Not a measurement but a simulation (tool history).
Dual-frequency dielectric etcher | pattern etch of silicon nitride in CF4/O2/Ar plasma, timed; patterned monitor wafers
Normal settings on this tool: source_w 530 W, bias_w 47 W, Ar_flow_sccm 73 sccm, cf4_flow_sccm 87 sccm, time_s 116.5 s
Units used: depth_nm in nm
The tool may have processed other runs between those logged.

| run | hour | source_w | bias_w | Ar_flow_sccm | cf4_flow_sccm | time_s | read-back reference wafer on the same gauge, depth_nm | depth_nm |
|---|---|---|---|---|---|---|---|---|
| 1 | 0.0 | 530 | 47 | 73 | 87 | 116.5 | 265.2 | 236.0 |
| 2 | 55.0 | 530 | 47 | 73 | 87 | 116.5 | 264.8 | 236.9 |
| 3 | 144.0 | 530 | 47 | 73 | 87 | 116.5 | 264.9 | 237.4 |
|  | 187.4 | wet clean of the chamber |
| 4 | 226.9 | 530 | 47 | 73 | 87 | 116.5 | 264.9 | 236.5 |
| 5 | 307.2 | 530 | 47 | 73 | 87 | 116.5 | 264.9 | 237.8 |
| 6 | 393.6 | 530 | 47 | 73 | 87 | 116.5 | 264.9 | 239.3 |
| 7 | 432.3 | 530 | 47 | 73 | 87 | 116.5 | 265.1 | 237.9 |
| 8 | 479.4 | 530 | 47 | 77 | 76 | 116.5 | 264.9 | 232.2 |
|  | 542.9 | upper electrode replaced |
| 9 | 575.4 | 530 | 47 | 73 | 87 | 116.5 | 265.0 | 239.3 |
|  | 594.9 | gauge calibrated |
| 10 | 621.4 | 630 | 38 | 61 | 72 | 116.5 | 264.9 | 258.7 |
| 11 | 679.1 | 530 | 47 | 67 | 87 | 116.5 | 264.9 | 244.0 |
|  | 695.0 | Ar flow controller replaced |
|  | 719.5 | CF4 flow controller replaced |
| 12 | 727.4 | 530 | 47 | 73 | 87 | 85.5 | 265.0 | 177.0 |
|  | 770.2 | wet clean of the chamber |
| 13 | 794.0 | 450 | 47 | 78 | 87 | 116.5 | 265.1 | 210.7 |
|  | 814.0 | bias power generator calibrated |
|  | 917.1 | source power generator calibrated |
| 14 | 972.9 | 530 | 47 | 73 | 87 | 116.5 | 265.0 | 232.1 |

Predict the results of run 15:
| 15 | 1079.2 | 530 | 38 | 73 | 87 | 116.5 | ? | ? |

Run 15 yielded read-back reference wafer on the same gauge, depth_nm 265.1, depth_nm 219.7 nm.
Had the tool carried no hidden state, the very same run would have given depth_nm 218.1 nm.

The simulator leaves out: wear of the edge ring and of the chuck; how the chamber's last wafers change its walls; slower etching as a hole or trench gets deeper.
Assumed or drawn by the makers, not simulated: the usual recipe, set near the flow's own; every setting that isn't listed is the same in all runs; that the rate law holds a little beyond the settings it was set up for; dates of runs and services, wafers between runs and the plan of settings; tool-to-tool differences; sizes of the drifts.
